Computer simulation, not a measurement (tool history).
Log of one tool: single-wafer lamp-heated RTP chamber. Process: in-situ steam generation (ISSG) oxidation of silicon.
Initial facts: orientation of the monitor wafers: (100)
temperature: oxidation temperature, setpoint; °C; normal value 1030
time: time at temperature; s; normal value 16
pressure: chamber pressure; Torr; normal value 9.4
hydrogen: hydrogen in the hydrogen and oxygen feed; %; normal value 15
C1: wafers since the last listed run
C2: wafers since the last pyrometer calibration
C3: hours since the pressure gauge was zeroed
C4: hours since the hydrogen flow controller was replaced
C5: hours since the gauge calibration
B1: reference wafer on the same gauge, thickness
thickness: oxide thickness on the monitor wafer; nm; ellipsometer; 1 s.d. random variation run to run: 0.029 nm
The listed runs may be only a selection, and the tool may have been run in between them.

run 1 day=0 | temperature=1014 time=16 pressure=9.4 hydrogen=15 | C1=0 C2=130 C3=4241.5 C4=2022.1 C5=345.2 | B1=4.587 | thickness=4.842
run 2 day=1.071 | temperature=1014 time=16 pressure=9.4 hydrogen=15 | C1=229 C2=359 C3=4267.2 C4=2047.8 C5=370.9 | B1=4.584 | thickness=4.829
run 3 day=2.217 | temperature=1014 time=16 pressure=9.4 hydrogen=15 | C1=245 C2=605 C3=4294.7 C4=2075.3 C5=398.4 | B1=4.577 | thickness=4.842
run 4 day=3.221 | temperature=1030 time=16 pressure=9.4 hydrogen=15 | C1=215 C2=820 C3=4318.8 C4=2099.4 C5=422.5 | B1=4.574 | thickness=5.284
run 5 day=5.867 | temperature=1030 time=16 pressure=9.4 hydrogen=15 | C1=567 C2=1388 C3=4382.3 C4=2162.9 C5=486 | B1=4.58 | thickness=5.312
run 6 day=8.617 | temperature=1030 time=16 pressure=9.4 hydrogen=15 | C1=589 C2=1978 C3=4448.3 C4=2228.9 C5=552 | B1=4.583 | thickness=5.321
-- day=9.496 pyrometer window cleaned and pyrometer calibrated, repeated, since the last time left the tool worse
run 7 day=9.717 | temperature=1030 time=16 pressure=9.4 hydrogen=15 | C1=164 C2=47 C3=4474.7 C4=2255.3 C5=578.4 | B1=4.579 | thickness=4.99
run 8 day=11.488 | temperature=1030 time=16 pressure=9.4 hydrogen=15 | C1=379 C2=426 C3=4517.2 C4=2297.8 C5=620.9 | B1=4.581 | thickness=5.059
run 9 day=13.246 | temperature=1030 time=16 pressure=9.4 hydrogen=15 | C1=377 C2=803 C3=4559.4 C4=2340 C5=663.1 | B1=4.577 | thickness=5.017
run 10 day=14.967 | temperature=1014 time=16 pressure=9.4 hydrogen=15 | C1=369 C2=1173 C3=4600.7 C4=2381.3 C5=704.4 | B1=4.581 | thickness=4.687
run 11 day=16.529 | temperature=1024 time=19 pressure=9.4 hydrogen=15 | C1=335 C2=1508 C3=4638.2 C4=2418.8 C5=741.9 | B1=4.589 | thickness=5.365
run 12 day=18.025 | temperature=1049 time=21 pressure=8.6 hydrogen=24 | C1=320 C2=1828 C3=4674.1 C4=2454.7 C5=777.8 | B1=4.57 | thickness=7.174
-- day=21.729 pressure gauge zeroed
-- day=24.767 hydrogen flow controller replaced
-- day=25.546 pyrometer window cleaned and pyrometer calibrated
run 13 day=25.567 | temperature=1030 time=16 pressure=8.2 hydrogen=15 | C1=1403 C2=4 C3=92.1 C4=19.2 C5=958.8 | B1=4.588 | thickness=4.988
run 14 day=28.017 | temperature=1030 time=16 pressure=9.4 hydrogen=15 | C1=525 C2=529 C3=150.9 C4=78 C5=1017.6 | B1=4.573 | thickness=5.096
run 15 day=29.071 | temperature=1049 time=16 pressure=9.4 hydrogen=15 | C1=226 C2=755 C3=176.2 C4=103.3 C5=1042.9 | B1=4.582 | thickness=5.45
run 16 day=31.196 | temperature=1017 time=16 pressure=9.4 hydrogen=15 | C1=455 C2=1211 C3=227.2 C4=154.3 C5=1093.9 | B1=4.586 | thickness=4.773
run 17 day=33.971 | temperature=1030 time=10 pressure=7.9 hydrogen=15 | C1=595 C2=1806 C3=293.8 C4=220.9 C5=1160.5 | B1=4.574 | thickness=4.066
run 18 day=35.204 | temperature=1030 time=16 pressure=8.7 hydrogen=11 | C1=264 C2=2071 C3=323.4 C4=250.5 C5=1190.1 | B1=4.591 | thickness=4.786
-- day=35.85 gauge calibrated
run 19 day=37.838 | temperature=1030 time=14 pressure=9.4 hydrogen=15 | C1=564 C2=2635 C3=386.6 C4=313.7 C5=47.7 | B1=4.581 | thickness=4.806
run 20 day=38.938 | temperature=1021 time=10 pressure=10.2 hydrogen=15 | C1=235 C2=2871 C3=413 C4=340.1 C5=74.1 | B1=4.573 | thickness=3.811
run 21 day=40.15 | temperature=1049 time=16 pressure=9.4 hydrogen=22 | C1=260 C2=3131 C3=442.1 C4=369.2 C5=103.2 | B1=4.577 | thickness=6.105
-- day=41.983 pyrometer window cleaned and pyrometer calibrated
run 22 day=42.004 | temperature=1030 time=22 pressure=9.4 hydrogen=15 | C1=326 C2=4 C3=486.6 C4=413.7 C5=147.7 | B1=4.581 | thickness=5.778
run 23 day=43.279 | temperature=1049 time=22 pressure=9.4 hydrogen=15 | C1=273 C2=277 C3=517.2 C4=444.3 C5=178.3 | B1=4.583 | thickness=6.464

Predict the results of run 24:
run 24 day=44.846 | temperature=1030 time=16 pressure=9.4 hydrogen=23 | C1=336 C2=613 C3=554.8 C4=481.9 C5=215.9 | B1=? | thickness=?

{"run 24": {"B1": 4.58, "thickness": 5.507}}
Had the tool carried no hidden state, the very same run would have given thickness 5.454 nm.
